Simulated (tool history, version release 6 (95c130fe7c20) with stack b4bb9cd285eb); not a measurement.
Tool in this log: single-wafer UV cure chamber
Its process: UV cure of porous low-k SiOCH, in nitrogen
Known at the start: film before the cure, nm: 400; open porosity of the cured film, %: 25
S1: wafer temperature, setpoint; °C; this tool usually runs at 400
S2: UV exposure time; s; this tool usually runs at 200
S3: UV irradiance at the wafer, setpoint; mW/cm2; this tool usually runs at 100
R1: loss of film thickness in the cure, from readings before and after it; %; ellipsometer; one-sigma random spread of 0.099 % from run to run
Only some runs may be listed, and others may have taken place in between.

run,hour,S1,S2,S3,R1
1,0.0,400,250,100,12.667
2,66.6,400,250,100,12.468
3,123.2,400,250,100,12.201
# hour 143.9: quartz window cleaned
4,177.1,400,200,100,12.153
5,231.3,400,200,100,11.691
6,275.9,400,200,100,11.843
7,303.6,409,200,117,12.537
8,362.4,400,200,100,11.438
9,419.3,400,200,100,11.453
10,458.7,400,200,100,11.299
# hour 484.2: quartz window cleaned
11,499.1,400,200,100,12.132
12,535.6,400,200,100,11.913
13,583.9,400,200,100,11.774
14,628.9,400,200,100,11.726
15,669.7,400,200,100,11.655
16,704.3,393,200,71,9.806
17,751.6,408,235,128,13.574
# hour 780.7: quartz window cleaned
18,784.9,400,310,69,12.181
19,827.5,400,200,100,12.012
20,892.0,389,165,79,9.299
21,1001.8,414,245,135,14.249
22,1040.8,408,200,100,11.288
# hour 1069.8: quartz window cleaned
23,1099.5,415,200,100,12.230
24,1128.7,391,200,112,12.328
# hour 1147.3: UV bulbs replaced
25,1197.5,388,160,123,11.451
26,1224.1,409,200,100,11.836
27,1288.9,409,200,117,12.341
28,1316.6,400,200,100,11.372
# hour 1373.2: quartz window cleaned
29,1380.7,400,200,100,11.993
30,1450.1,383,200,73,10.019
31,1503.8,400,260,100,13.116

3 ways to go on from here, each from the tool as it stands after run 31. What would each give?
A,1504.2,400,200,119,?
B,1504.2,400,285,100,?
C,1504.2,405,280,114,?

run,R1
A,12.659
B,13.559
C,14.230
With no hidden state in the tool, these same runs would have given:
run,R1
A,13.094
B,14.002
C,14.679
